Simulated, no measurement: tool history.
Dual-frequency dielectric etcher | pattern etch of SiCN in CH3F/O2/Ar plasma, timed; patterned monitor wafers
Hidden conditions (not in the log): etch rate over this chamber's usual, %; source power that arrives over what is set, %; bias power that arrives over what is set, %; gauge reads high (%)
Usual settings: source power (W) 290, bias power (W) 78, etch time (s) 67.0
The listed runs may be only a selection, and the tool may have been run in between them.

run    hour  source power (W)  bias power (W)  etch time (s)  wafers since the last listed run  hours since the last wet clean  hours since the last source power generator calibration  hours since the last bias power generator calibration  hours since the last upper electrode change  hours since the gauge calibration  read-back reference wafer on the same gauge, depth_nm  mean etch depth across the wafer (angstrom)
  1     0.0               290              78           67.0                                 0                           122.8                                                   2562.9                                                 3661.8                                       2740.6                              883.6                                                  23.74                                        235.6
  2    56.0               290              78           67.0                               544                           178.8                                                   2618.9                                                 3717.8                                       2796.6                              939.6                                                  23.73                                        238.8
  3   145.1               290              78           67.0                               865                           267.9                                                   2708.0                                                 3806.9                                       2885.7                             1028.7                                                  23.72                                        240.3
      231.0  -- wet clean of the chamber
  4   244.1               310              78           67.0                               728                            13.1                                                   2807.0                                                 3905.9                                       2984.7                             1127.7                                                  23.69                                        234.0
  5   341.2               310              78           67.0                               943                           110.2                                                   2904.1                                                 4003.0                                       3081.8                             1224.8                                                  23.69                                        235.1
      368.1  -- gauge calibrated
  6   406.5               350              78           67.0                               634                           175.5                                                   2969.4                                                 4068.3                                       3147.1                               38.4                                                  23.70                                        247.4
      466.7  -- source power generator calibrated
  7   481.3               290              86           67.0                               688                           250.3                                                     14.6                                                 4143.1                                       3221.9                              113.2                                                  23.74                                        244.6
  8   574.5               310              88           76.0                               905                           343.5                                                    107.8                                                 4236.3                                       3315.1                              206.4                                                  23.71                                        287.2
      585.1  -- bias power generator calibrated
      643.1  -- wet clean of the chamber
  9   643.6               290              78           67.0                               399                             0.5                                                    176.9                                                   58.5                                       3384.2                              275.5                                                  23.65                                        228.7
 10   679.0               290              78           67.0                               344                            35.9                                                    212.3                                                   93.9                                       3419.6                              310.9                                                  23.74                                        231.4
      738.3  -- upper electrode replaced
 11   755.4               320              89           86.0                               509                           112.3                                                    288.7                                                  170.3                                         17.1                              387.3                                                  23.71                                        321.2
 12   811.5               230              61           59.5                               545                           168.4                                                    344.8                                                  226.4                                         73.2                              443.4                                                  23.68                                        185.7
 13   910.7               320              78           51.0                               964                           267.6                                                    444.0                                                  325.6                                        172.4                              542.6                                                  23.76                                        188.0
 14  1011.2               260              78           67.0                               976                           368.1                                                    544.5                                                  426.1                                        272.9                              643.1                                                  23.75                                        233.8

Give the tool's hidden conditions for every run:
source power that arrives over what is set, %: 0 across all the runs
bias power that arrives over what is set, %: 0 across all the runs
gauge reads high (%): 0 across all the runs
H1: etch rate over this chamber's usual, %
run      H1
  1    1.88
  2    2.68
  3    3.96
  4   -0.31
  5    1.08
  6    2.02
  7    3.09
  8    4.43
  9   -0.69
 10  -0.182
 11   0.913
 12    1.72
 13    3.14
 14    4.58
